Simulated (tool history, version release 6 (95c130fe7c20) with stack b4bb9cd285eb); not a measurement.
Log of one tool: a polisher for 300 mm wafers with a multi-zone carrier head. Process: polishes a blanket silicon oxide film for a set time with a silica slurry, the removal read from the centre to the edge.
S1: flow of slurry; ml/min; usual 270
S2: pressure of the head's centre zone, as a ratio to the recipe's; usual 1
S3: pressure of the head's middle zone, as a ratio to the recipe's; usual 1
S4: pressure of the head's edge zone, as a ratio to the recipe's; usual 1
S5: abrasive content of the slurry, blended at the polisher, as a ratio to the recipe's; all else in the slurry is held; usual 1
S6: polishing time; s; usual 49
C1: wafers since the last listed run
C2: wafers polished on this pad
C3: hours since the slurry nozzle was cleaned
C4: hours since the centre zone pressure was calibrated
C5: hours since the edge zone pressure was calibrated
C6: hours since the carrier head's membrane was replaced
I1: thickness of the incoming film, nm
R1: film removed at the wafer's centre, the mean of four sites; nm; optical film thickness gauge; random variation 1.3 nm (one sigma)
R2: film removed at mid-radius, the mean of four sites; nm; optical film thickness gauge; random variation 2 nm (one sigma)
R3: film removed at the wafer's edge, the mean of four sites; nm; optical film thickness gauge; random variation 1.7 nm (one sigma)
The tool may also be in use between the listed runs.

run,day,S1,S2,S3,S4,S5,S6,C1,C2,C3,C4,C5,C6,I1,R1,R2,R3
1,0,270,1,1,1,1,49,0,655,775.7,1045.3,513.8,1649.7,1259,122.2,115.3,117.1
2,1.133,270,1,1,1,1,49,309,964,802.9,1072.5,541,1676.9,1239.5,120,114.3,113.8
3,1.896,270,1,1,1,1,49,208,1172,821.2,1090.8,559.3,1695.2,1244.6,117.9,112.1,116.1
# day 3.488: slurry nozzle cleaned
# day 5.75: worn pad replaced by a new one, repeated, since the last time left the tool worse
4,6.292,270,1,1,1,1,49,1143,147,67.3,1196.3,664.8,1800.7,1239.8,139.9,128.5,134.3
5,7.329,270,1,1,1,1,49,283,430,92.2,1221.2,689.7,1825.6,1257.6,138.7,132,131.2
# day 8.288: centre zone pressure recalibrated
6,8.554,270,1,1,1,1,49,311,742,121.6,6.4,719.1,1855,1253.2,136.8,131,130.6
7,9.833,350,1,1,0.92,0.9,35,349,1091,152.3,37.1,749.8,1885.7,1260.1,93.4,89.1,85.4
8,10.392,270,1,1,1,1,49,152,1244,165.7,50.5,763.2,1899.1,1252.4,131.9,130.7,131
9,11.583,305,0.94,1.11,1.12,1,49,325,1569,194.3,79.1,791.8,1927.7,1269.3,128.5,140.1,132.8
# day 12.896: carrier head's membrane replaced by a new one
# day 13.533: worn pad replaced by a new one
# day 14.971: edge zone pressure recalibrated
10,15.283,270,1,1,1,1,49,885,454,283.1,167.9,7.5,57.3,1258.2,135.4,131.4,129.9
11,16.492,270,1.11,1,1,1.1,49,329,784,312.1,196.9,36.5,86.3,1253.6,151.5,140.2,131.1
12,17.196,270,1,1,1,1,49,192,977,329,213.8,53.4,103.2,1234.6,130.9,126.8,129.5
13,18.392,270,0.93,0.93,1,1.15,62,326,1303,357.7,242.5,82.1,131.9,1248.8,166.5,161.7,174.7
14,19.017,270,1,1,1,1,49,170,1474,372.7,257.5,97.1,146.9,1258.2,131.2,122.9,125.6
15,20.404,270,0.94,1,1,0.9,63,378,1853,406,290.8,130.4,180.2,1265.4,150.6,149.5,152.7
# day 20.875: worn pad replaced by a new one
16,21.046,270,1.07,1,0.91,1,49,129,46,421.4,306.2,145.8,195.6,1263,146.7,131.7,128.7
17,22.375,190,1,1,1,0.9,49,362,409,453.3,338.1,177.7,227.5,1266.1,121.8,119.8,119.2
18,23.088,335,1,1,1,1,60,194,604,470.4,355.2,194.8,244.6,1237.3,172.7,163.3,161.5
19,24.175,330,1,1,1,1.2,34,296,901,496.5,381.3,220.9,270.7,1238.4,105.1,99,102.7
20,25.204,270,1,1,1,1.2,49,281,1182,521.2,406,245.6,295.4,1252.7,147.2,139.1,140.1

Hidden state or all else? Some run-to-run changes of R1, split into what the settings, what came in and random variation would give without the hidden state, and what is left for the hidden state (with any gauge scatter that isn't in both results):
The hidden state here: removal rate lost through wear of the pad, %; slurry flow missing at the pad, %; deviation of the centre zone's pressure from its setpoint, %; deviation of the edge zone's pressure from its setpoint, %.
Run 3 -> 4: slurry nozzle cleaned, worn pad replaced by a new one, repeated, since the last time left the tool worse. R1 +22 nm: hidden state +19.7, all else +2.3.
Run 15 -> 16: S2 0.94 -> 1.07, S4 1 -> 0.91, S5 0.9 -> 1, S6 63 -> 49, worn pad replaced by a new one. R1 -3.9 nm: hidden state +11.9, all else -15.8.
Run 17 -> 18: S1 190 -> 335, S5 0.9 -> 1, S6 49 -> 60. R1 +50.9 nm: hidden state -1.9, all else +52.8.
Run 18 -> 19: S1 335 -> 330, S5 1 -> 1.2, S6 60 -> 34. R1 -67.6 nm: hidden state +0.4, all else -68.
